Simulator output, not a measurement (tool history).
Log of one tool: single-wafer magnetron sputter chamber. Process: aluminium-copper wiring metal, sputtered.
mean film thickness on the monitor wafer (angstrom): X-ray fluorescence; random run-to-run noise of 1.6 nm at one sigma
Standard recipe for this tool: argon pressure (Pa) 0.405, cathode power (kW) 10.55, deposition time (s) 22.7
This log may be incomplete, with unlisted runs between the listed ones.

| run | day | argon pressure (Pa) | cathode power (kW) | deposition time (s) | wafers since the last listed run | wafers on the sputter target | hours since the last manometer calibration | hours since the magnet pack was replaced | hours since the gauge calibration | read-back reference wafer on the same gauge, thickness_nm | mean film thickness on the monitor wafer (angstrom) |
|---|---|---|---|---|---|---|---|---|---|---|---|
| 1 | 0 | 0.405 | 10.55 | 22.7 | 0 | 898 | 1575.7 | 10288.3 | 84.1 | 466.024 | 4105.24 |
| 2 | 0.567 | 0.405 | 11.8 | 22.7 | 370 | 1269 | 1589.3 | 10301.9 | 97.7 | 466.211 | 4422.78 |
|  | 0.596 | gauge calibrated |
| 3 | 0.888 | 0.405 | 11.8 | 22.7 | 209 | 1479 | 1597 | 10309.6 | 7 | 465.832 | 4432.85 |
| 4 | 1.138 | 0.405 | 11.8 | 22.7 | 163 | 1642 | 1603 | 10315.6 | 13 | 465.61 | 4445.72 |
| 5 | 1.779 | 0.405 | 10.55 | 24.9 | 419 | 2062 | 1618.4 | 10331 | 28.4 | 466.325 | 4434.38 |
| 6 | 2.329 | 0.405 | 10.55 | 24.9 | 359 | 2422 | 1631.6 | 10344.2 | 41.6 | 466.205 | 4422.28 |
| 7 | 2.825 | 0.405 | 9 | 22.7 | 324 | 2746 | 1643.5 | 10356.1 | 53.5 | 465.94 | 3621.33 |
| 8 | 3.346 | 0.405 | 8 | 19.4 | 340 | 3087 | 1656 | 10368.6 | 66 | 465.913 | 2848.8 |
|  | 4.783 | sputter target and shields replaced |
|  | 4.954 | gauge calibrated |
| 9 | 4.979 | 0.405 | 10.55 | 24.1 | 850 | 128 | 1695.2 | 10407.8 | 0.6 | 466.027 | 4425.85 |
|  | 5.338 | capacitance manometer re-zeroed and calibrated |
| 10 | 5.696 | 0.405 | 9.6 | 27 | 250 | 379 | 8.6 | 10425 | 17.8 | 465.69 | 4592.58 |
|  | 6.192 | magnet pack replaced |
| 11 | 6.288 | 0.54 | 10.55 | 25.6 | 169 | 548 | 22.8 | 2.3 | 32 | 466.589 | 4339.71 |
| 12 | 6.846 | 0.405 | 10.55 | 22.7 | 365 | 913 | 36.2 | 15.7 | 45.4 | 466.207 | 4071.84 |
| 13 | 7.192 | 0.405 | 11.8 | 22.7 | 226 | 1139 | 44.5 | 24 | 53.7 | 466.021 | 4408.67 |
| 14 | 8.475 | 0.464 | 9.75 | 19.1 | 839 | 1979 | 75.3 | 54.8 | 84.5 | 465.942 | 3127.14 |
| 15 | 8.779 | 0.32 | 12.75 | 22.7 | 199 | 2178 | 82.6 | 62.1 | 91.8 | 465.59 | 4808.34 |

Subtracting, for every run, the result it would have given without the tool's unlogged condition from the measured result gives the following. The same run-to-run variation enters both numbers; the gauge's scatter may not:
The tool's hidden condition here consists of: deposition rate above that of a new target (%); true argon pressure above the setpoint (%); gauge reads high (%).
| run | mean film thickness on the monitor wafer (angstrom) |
|---|---|
| 1 | -121.27 |
| 2 | -157.12 |
| 3 | -169.63 |
| 4 | -178.43 |
| 5 | -195.21 |
| 6 | -205.75 |
| 7 | -174.83 |
| 8 | -141.64 |
| 9 | -60.28 |
| 10 | -120.81 |
| 11 | -147.77 |
| 12 | -161.4 |
| 13 | -187.05 |
| 14 | -154.96 |
| 15 | -243.74 |
